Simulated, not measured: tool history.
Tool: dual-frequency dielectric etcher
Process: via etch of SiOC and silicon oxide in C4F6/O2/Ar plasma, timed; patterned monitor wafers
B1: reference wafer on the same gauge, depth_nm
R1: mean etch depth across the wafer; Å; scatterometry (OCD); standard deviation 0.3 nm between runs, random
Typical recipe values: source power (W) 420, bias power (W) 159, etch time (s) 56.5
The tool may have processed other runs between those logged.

run 1 hour=0 | source_power_(W)=420 bias_power_(W)=159 etch_time_(s)=56.5 | B1=70.5 | R1=639
run 2 hour=8.9 | source_power_(W)=360 bias_power_(W)=159 etch_time_(s)=56.5 | B1=70.5 | R1=614
run 3 hour=18.8 | source_power_(W)=420 bias_power_(W)=159 etch_time_(s)=56.5 | B1=70.7 | R1=634
run 4 hour=25.8 | source_power_(W)=420 bias_power_(W)=159 etch_time_(s)=56.5 | B1=70.5 | R1=642
run 5 hour=43.5 | source_power_(W)=420 bias_power_(W)=159 etch_time_(s)=56.5 | B1=70.5 | R1=641
run 6 hour=53.9 | source_power_(W)=420 bias_power_(W)=139 etch_time_(s)=56.5 | B1=70.5 | R1=615
run 7 hour=68.7 | source_power_(W)=420 bias_power_(W)=139 etch_time_(s)=56.5 | B1=70.5 | R1=606
run 8 hour=77.2 | source_power_(W)=420 bias_power_(W)=159 etch_time_(s)=56.5 | B1=70.4 | R1=644
run 9 hour=85 | source_power_(W)=420 bias_power_(W)=159 etch_time_(s)=56.5 | B1=70.3 | R1=642
run 10 hour=96 | source_power_(W)=420 bias_power_(W)=159 etch_time_(s)=56.5 | B1=70.5 | R1=645
-- hour=102.4 source power generator calibrated
run 11 hour=117.9 | source_power_(W)=420 bias_power_(W)=159 etch_time_(s)=56.5 | B1=70.5 | R1=639
run 12 hour=125.3 | source_power_(W)=380 bias_power_(W)=191 etch_time_(s)=56.5 | B1=70.5 | R1=672
-- hour=149.9 upper electrode replaced
run 13 hour=150.4 | source_power_(W)=370 bias_power_(W)=131 etch_time_(s)=56.5 | B1=70.5 | R1=581
run 14 hour=150.7 | source_power_(W)=420 bias_power_(W)=159 etch_time_(s)=56.5 | B1=70.4 | R1=645
run 15 hour=151 | source_power_(W)=420 bias_power_(W)=184 etch_time_(s)=56.5 | B1=70.5 | R1=682
run 16 hour=163.6 | source_power_(W)=520 bias_power_(W)=175 etch_time_(s)=64 | B1=70.6 | R1=798
run 17 hour=181 | source_power_(W)=350 bias_power_(W)=159 etch_time_(s)=67.5 | B1=70.5 | R1=734
run 18 hour=190.4 | source_power_(W)=420 bias_power_(W)=159 etch_time_(s)=56.5 | B1=70.5 | R1=645
run 19 hour=198.7 | source_power_(W)=460 bias_power_(W)=159 etch_time_(s)=45.5 | B1=70.5 | R1=538
-- hour=203 bias power generator calibrated
run 20 hour=212 | source_power_(W)=320 bias_power_(W)=159 etch_time_(s)=40.5 | B1=70.7 | R1=431
-- hour=249.9 wet clean of the chamber
run 21 hour=250.4 | source_power_(W)=500 bias_power_(W)=186 etch_time_(s)=45.5 | B1=70.5 | R1=554
run 22 hour=250.8 | source_power_(W)=450 bias_power_(W)=159 etch_time_(s)=70 | B1=70.5 | R1=774
run 23 hour=251.1 | source_power_(W)=390 bias_power_(W)=159 etch_time_(s)=56.5 | B1=70.6 | R1=609
run 24 hour=264.3 | source_power_(W)=390 bias_power_(W)=159 etch_time_(s)=72 | B1=70.4 | R1=771
run 25 hour=275.5 | source_power_(W)=520 bias_power_(W)=124 etch_time_(s)=68 | B1=70.4 | R1=723
-- hour=287 gauge calibrated
run 26 hour=293.3 | source_power_(W)=380 bias_power_(W)=133 etch_time_(s)=49 | B1=70.5 | R1=496
run 27 hour=310.9 | source_power_(W)=420 bias_power_(W)=159 etch_time_(s)=56.5 | B1=70.6 | R1=621
run 28 hour=327.8 | source_power_(W)=420 bias_power_(W)=159 etch_time_(s)=56.5 | B1=70.6 | R1=619
run 29 hour=343.5 | source_power_(W)=490 bias_power_(W)=131 etch_time_(s)=61 | B1=70.4 | R1=650
run 30 hour=364.8 | source_power_(W)=320 bias_power_(W)=172 etch_time_(s)=56.5 | B1=70.3 | R1=600
run 31 hour=380.5 | source_power_(W)=390 bias_power_(W)=197 etch_time_(s)=47.5 | B1=70.4 | R1=555

For some of the steps in R1 from one run to the next: how much would appear even if the tool had no hidden state, given the settings, what came in and random variation, and how much remains for the hidden state plus any gauge scatter that the measured result and the result without hidden state don't share?
Hidden state at play: etch rate over this chamber's usual, %; source power that arrives over what is set, %; bias power that arrives over what is set, %; gauge reads high (%).
Run 15 -> 16: source power (W) 420 -> 520, bias power (W) 184 -> 175, etch time (s) 56.5 -> 64. R1 +116 Å: hidden state +5, all else +111.
Run 18 -> 19: source power (W) 420 -> 460, etch time (s) 56.5 -> 45.5. R1 -107 Å: hidden state -4, all else -103.
Run 20 -> 21: source power (W) 320 -> 500, bias power (W) 159 -> 186, etch time (s) 40.5 -> 45.5, wet clean of the chamber. R1 +123 Å: hidden state -20, all else +143.
Run 21 -> 22: source power (W) 500 -> 450, bias power (W) 186 -> 159, etch time (s) 45.5 -> 70. R1 +220 Å: hidden state -1, all else +221.
Run 22 -> 23: source power (W) 450 -> 390, etch time (s) 70 -> 56.5. R1 -165 Å: hidden state +0, all else -165.
Run 25 -> 26: source power (W) 520 -> 380, bias power (W) 124 -> 133, etch time (s) 68 -> 49, gauge calibrated. R1 -227 Å: hidden state +1, all else -228.
